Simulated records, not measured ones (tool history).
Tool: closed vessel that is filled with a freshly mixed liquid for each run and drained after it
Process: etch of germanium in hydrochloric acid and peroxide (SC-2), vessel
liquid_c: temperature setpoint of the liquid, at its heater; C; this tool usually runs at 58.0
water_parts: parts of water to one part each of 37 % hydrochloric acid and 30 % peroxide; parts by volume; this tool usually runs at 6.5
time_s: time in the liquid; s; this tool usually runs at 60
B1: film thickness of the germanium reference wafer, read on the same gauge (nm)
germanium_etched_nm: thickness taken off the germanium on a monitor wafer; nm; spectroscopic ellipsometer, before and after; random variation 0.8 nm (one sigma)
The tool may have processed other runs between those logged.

{"run": 1, "hour": 0.0, "liquid_c": 58.0, "water_parts": 7.5, "time_s": 60, "B1": 80.04, "germanium_etched_nm": 181.86}
{"hour": 43.8, "done": "chemicals flow meter replaced"}
{"run": 2, "hour": 68.4, "liquid_c": 58.0, "water_parts": 7.5, "time_s": 60, "B1": 80.0, "germanium_etched_nm": 183.49}
{"run": 3, "hour": 101.8, "liquid_c": 58.0, "water_parts": 6.5, "time_s": 60, "B1": 80.01, "germanium_etched_nm": 186.16}
{"run": 4, "hour": 127.4, "liquid_c": 58.0, "water_parts": 6.5, "time_s": 60, "B1": 80.05, "germanium_etched_nm": 186.14}
{"run": 5, "hour": 179.1, "liquid_c": 58.0, "water_parts": 6.5, "time_s": 60, "B1": 79.98, "germanium_etched_nm": 185.41}
{"run": 6, "hour": 237.4, "liquid_c": 58.0, "water_parts": 4.0, "time_s": 60, "B1": 79.98, "germanium_etched_nm": 189.04}
{"run": 7, "hour": 304.0, "liquid_c": 58.0, "water_parts": 4.0, "time_s": 60, "B1": 80.0, "germanium_etched_nm": 189.5}
{"run": 8, "hour": 356.1, "liquid_c": 58.0, "water_parts": 4.0, "time_s": 60, "B1": 80.06, "germanium_etched_nm": 189.95}
{"run": 9, "hour": 395.0, "liquid_c": 58.0, "water_parts": 8.0, "time_s": 60, "B1": 79.98, "germanium_etched_nm": 182.82}
{"run": 10, "hour": 433.1, "liquid_c": 58.0, "water_parts": 6.5, "time_s": 60, "B1": 79.95, "germanium_etched_nm": 185.37}
{"run": 11, "hour": 600.7, "liquid_c": 61.0, "water_parts": 6.5, "time_s": 60, "B1": 80.0, "germanium_etched_nm": 204.45}
{"hour": 626.7, "done": "new drum of peroxide connected"}
{"run": 12, "hour": 640.5, "liquid_c": 61.0, "water_parts": 6.5, "time_s": 60, "B1": 79.99, "germanium_etched_nm": 204.53}
{"hour": 670.8, "done": "gauge calibrated"}
{"run": 13, "hour": 702.6, "liquid_c": 58.0, "water_parts": 5.0, "time_s": 60, "B1": 80.02, "germanium_etched_nm": 188.07}
{"run": 14, "hour": 773.6, "liquid_c": 58.0, "water_parts": 8.5, "time_s": 70, "B1": 80.0, "germanium_etched_nm": 214.13}
{"run": 15, "hour": 810.0, "liquid_c": 58.0, "water_parts": 6.5, "time_s": 60, "B1": 80.01, "germanium_etched_nm": 186.73}
{"run": 16, "hour": 907.1, "liquid_c": 63.5, "water_parts": 4.0, "time_s": 60, "B1": 79.99, "germanium_etched_nm": 225.46}
{"run": 17, "hour": 952.8, "liquid_c": 58.0, "water_parts": 8.5, "time_s": 60, "B1": 80.01, "germanium_etched_nm": 184.91}
{"hour": 959.6, "done": "thermometer replaced"}
{"run": 18, "hour": 982.9, "liquid_c": 58.0, "water_parts": 6.5, "time_s": 30, "B1": 80.01, "germanium_etched_nm": 89.66}
{"run": 19, "hour": 1047.7, "liquid_c": 58.0, "water_parts": 6.5, "time_s": 70, "B1": 80.0, "germanium_etched_nm": 210.0}
{"run": 20, "hour": 1107.6, "liquid_c": 58.0, "water_parts": 6.5, "time_s": 60, "B1": 79.99, "germanium_etched_nm": 180.36}
{"hour": 1109.0, "done": "chemicals flow meter replaced"}
{"run": 21, "hour": 1149.5, "liquid_c": 65.5, "water_parts": 5.5, "time_s": 75, "B1": 80.01, "germanium_etched_nm": 284.88}
{"run": 22, "hour": 1209.9, "liquid_c": 58.0, "water_parts": 6.5, "time_s": 60, "B1": 80.0, "germanium_etched_nm": 181.42}
{"run": 23, "hour": 1280.8, "liquid_c": 62.0, "water_parts": 6.5, "time_s": 75, "B1": 80.0, "germanium_etched_nm": 255.23}
{"run": 24, "hour": 1341.9, "liquid_c": 58.0, "water_parts": 4.0, "time_s": 50, "B1": 80.0, "germanium_etched_nm": 153.41}
{"run": 25, "hour": 1378.4, "liquid_c": 67.0, "water_parts": 6.5, "time_s": 60, "B1": 80.01, "germanium_etched_nm": 235.16}
{"run": 26, "hour": 1415.4, "liquid_c": 58.0, "water_parts": 6.5, "time_s": 45, "B1": 80.03, "germanium_etched_nm": 136.18}
{"run": 27, "hour": 1443.4, "liquid_c": 58.0, "water_parts": 6.5, "time_s": 60, "B1": 79.97, "germanium_etched_nm": 182.91}
{"run": 28, "hour": 1505.6, "liquid_c": 58.0, "water_parts": 6.5, "time_s": 60, "B1": 79.98, "germanium_etched_nm": 180.99}
{"run": 29, "hour": 1541.3, "liquid_c": 62.5, "water_parts": 9.0, "time_s": 50, "B1": 79.95, "germanium_etched_nm": 169.12}
{"run": 30, "hour": 1594.7, "liquid_c": 67.5, "water_parts": 4.5, "time_s": 90, "B1": 80.03, "germanium_etched_nm": 367.69}
{"run": 31, "hour": 1632.6, "liquid_c": 58.0, "water_parts": 4.0, "time_s": 60, "B1": 80.0, "germanium_etched_nm": 185.79}

For some of the steps in germanium_etched_nm from one run to the next: how much would appear even if the tool had no hidden state, given the settings, what came in and random variation, and how much remains for the hidden state plus any gauge scatter that the measured result and the result without hidden state don't share?
Hidden state present: liquid hotter than its thermometer reads (K); chemicals flow below the setpoint (%); peroxide weaker than its label (%); gauge reads high (%).
Run 17 -> 18: water_parts 8.5 -> 6.5, time_s 60 -> 30, thermometer replaced. germanium_etched_nm -95.25 nm: hidden state -8.56, all else -86.69.
Run 18 -> 19: time_s 30 -> 70. germanium_etched_nm +120.34 nm: hidden state +0.91, all else +119.43.
Run 29 -> 30: liquid_c 62.5 -> 67.5, water_parts 9.0 -> 4.5, time_s 50 -> 90. germanium_etched_nm +198.57 nm: hidden state +3.30, all else +195.27.
Run 30 -> 31: liquid_c 67.5 -> 58.0, water_parts 4.5 -> 4.0, time_s 90 -> 60. germanium_etched_nm -181.90 nm: hidden state -2.55, all else -179.35.
